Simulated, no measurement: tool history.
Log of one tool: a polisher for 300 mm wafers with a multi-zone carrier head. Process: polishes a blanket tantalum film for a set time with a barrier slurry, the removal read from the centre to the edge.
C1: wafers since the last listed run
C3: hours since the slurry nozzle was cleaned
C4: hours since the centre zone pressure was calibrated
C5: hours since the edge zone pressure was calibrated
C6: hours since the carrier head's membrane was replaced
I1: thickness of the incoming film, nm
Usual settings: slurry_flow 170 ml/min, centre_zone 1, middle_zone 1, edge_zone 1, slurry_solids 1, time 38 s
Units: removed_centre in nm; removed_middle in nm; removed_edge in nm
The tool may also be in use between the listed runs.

run 1 hour=0 | slurry_flow=170 centre_zone=1 middle_zone=1 edge_zone=1 slurry_solids=1 time=38 | C1=0 wafers_polished_on_this_pad=17 C3=312.5 C4=526.6 C5=437.2 C6=1062.9 | I1=376.3 | removed_centre=71.2 removed_middle=73.8 removed_edge=73.3
run 2 hour=12.4 | slurry_flow=170 centre_zone=1 middle_zone=1 edge_zone=1 slurry_solids=1 time=38 | C1=107 wafers_polished_on_this_pad=124 C3=324.9 C4=539 C5=449.6 C6=1075.3 | I1=377.2 | removed_centre=72.3 removed_middle=73.5 removed_edge=72.2
run 3 hour=19.6 | slurry_flow=170 centre_zone=1 middle_zone=1 edge_zone=1 slurry_solids=1 time=38 | C1=62 wafers_polished_on_this_pad=187 C3=332.1 C4=546.2 C5=456.8 C6=1082.5 | I1=372.4 | removed_centre=71.9 removed_middle=72.9 removed_edge=73.3
run 4 hour=26.5 | slurry_flow=170 centre_zone=1 middle_zone=1 edge_zone=1 slurry_solids=1 time=38 | C1=59 wafers_polished_on_this_pad=246 C3=339 C4=553.1 C5=463.7 C6=1089.4 | I1=374.5 | removed_centre=70.8 removed_middle=72.9 removed_edge=73.5
run 5 hour=39.1 | slurry_flow=170 centre_zone=1 middle_zone=1 edge_zone=1 slurry_solids=1 time=38 | C1=108 wafers_polished_on_this_pad=355 C3=351.6 C4=565.7 C5=476.3 C6=1102 | I1=371.2 | removed_centre=71 removed_middle=73.4 removed_edge=72.7
run 6 hour=51.6 | slurry_flow=170 centre_zone=1 middle_zone=1.06 edge_zone=1 slurry_solids=1 time=38 | C1=108 wafers_polished_on_this_pad=463 C3=364.1 C4=578.2 C5=488.8 C6=1114.5 | I1=373.9 | removed_centre=71.1 removed_middle=76.2 removed_edge=73.2
-- hour=59.5 edge zone pressure recalibrated
run 7 hour=60.2 | slurry_flow=170 centre_zone=1 middle_zone=1.06 edge_zone=1 slurry_solids=1 time=38 | C1=57 wafers_polished_on_this_pad=520 C3=372.7 C4=586.8 C5=0.7 C6=1123.1 | I1=373.3 | removed_centre=70.5 removed_middle=77.6 removed_edge=73.6
-- hour=78.8 centre zone pressure recalibrated
-- hour=80.3 worn pad replaced by a new one
-- hour=81.2 carrier head's membrane replaced by a new one
run 8 hour=81.7 | slurry_flow=170 centre_zone=1 middle_zone=1.06 edge_zone=1 slurry_solids=1 time=38 | C1=147 wafers_polished_on_this_pad=4 C3=394.2 C4=2.9 C5=22.2 C6=0.5 | I1=367.8 | removed_centre=71.5 removed_middle=76.5 removed_edge=73.8
-- hour=85.6 slurry nozzle cleaned
run 9 hour=88.2 | slurry_flow=170 centre_zone=1 middle_zone=1 edge_zone=1 slurry_solids=1 time=38 | C1=47 wafers_polished_on_this_pad=51 C3=2.6 C4=9.4 C5=28.7 C6=7 | I1=367.6 | removed_centre=71.4 removed_middle=73.2 removed_edge=72.9
run 10 hour=100.5 | slurry_flow=170 centre_zone=1 middle_zone=0.94 edge_zone=1 slurry_solids=1 time=38 | C1=106 wafers_polished_on_this_pad=158 C3=14.9 C4=21.7 C5=41 C6=19.3 | I1=375.7 | removed_centre=70.3 removed_middle=67.5 removed_edge=74.1
run 11 hour=107.5 | slurry_flow=170 centre_zone=1 middle_zone=1 edge_zone=1 slurry_solids=1.15 time=38 | C1=60 wafers_polished_on_this_pad=218 C3=21.9 C4=28.7 C5=48 C6=26.3 | I1=377.7 | removed_centre=74.8 removed_middle=76.2 removed_edge=76.6
run 12 hour=114.8 | slurry_flow=170 centre_zone=1 middle_zone=0.92 edge_zone=1.08 slurry_solids=0.75 time=38 | C1=63 wafers_polished_on_this_pad=281 C3=29.2 C4=36 C5=55.3 C6=33.6 | I1=375 | removed_centre=57.8 removed_middle=56.6 removed_edge=64.6
run 13 hour=132.1 | slurry_flow=170 centre_zone=1 middle_zone=0.88 edge_zone=1.05 slurry_solids=1 time=38 | C1=149 wafers_polished_on_this_pad=431 C3=46.5 C4=53.3 C5=72.6 C6=50.9 | I1=374.4 | removed_centre=71.1 removed_middle=66.1 removed_edge=74.4
-- hour=143.4 worn pad replaced by a new one
run 14 hour=149.3 | slurry_flow=190 centre_zone=0.96 middle_zone=1 edge_zone=1 slurry_solids=1 time=38 | C1=114 wafers_polished_on_this_pad=50 C3=63.7 C4=70.5 C5=89.8 C6=68.1 | I1=367 | removed_centre=69.1 removed_middle=73.2 removed_edge=74.4
run 15 hour=166.5 | slurry_flow=215 centre_zone=0.89 middle_zone=1 edge_zone=1.06 slurry_solids=0.75 time=38 | C1=148 wafers_polished_on_this_pad=199 C3=80.9 C4=87.7 C5=107 C6=85.3 | I1=369.9 | removed_centre=54.4 removed_middle=61.3 removed_edge=61.6
run 16 hour=176.1 | slurry_flow=170 centre_zone=1 middle_zone=1 edge_zone=1 slurry_solids=1 time=38 | C1=83 wafers_polished_on_this_pad=282 C3=90.5 C4=97.3 C5=116.6 C6=94.9 | I1=372 | removed_centre=70.4 removed_middle=73.1 removed_edge=73.3
run 17 hour=183.7 | slurry_flow=170 centre_zone=1 middle_zone=1 edge_zone=0.89 slurry_solids=1 time=38 | C1=65 wafers_polished_on_this_pad=348 C3=98.1 C4=104.9 C5=124.2 C6=102.5 | I1=371.1 | removed_centre=71.2 removed_middle=73 removed_edge=68.1

The tool's hidden state at each run:
removal rate lost through wear of the pad, %: 0 in every run
slurry flow missing at the pad, %: 0 in every run
deviation of the centre zone's pressure from its setpoint, %: 0 in every run
deviation of the edge zone's pressure from its setpoint, %: 0 in every run

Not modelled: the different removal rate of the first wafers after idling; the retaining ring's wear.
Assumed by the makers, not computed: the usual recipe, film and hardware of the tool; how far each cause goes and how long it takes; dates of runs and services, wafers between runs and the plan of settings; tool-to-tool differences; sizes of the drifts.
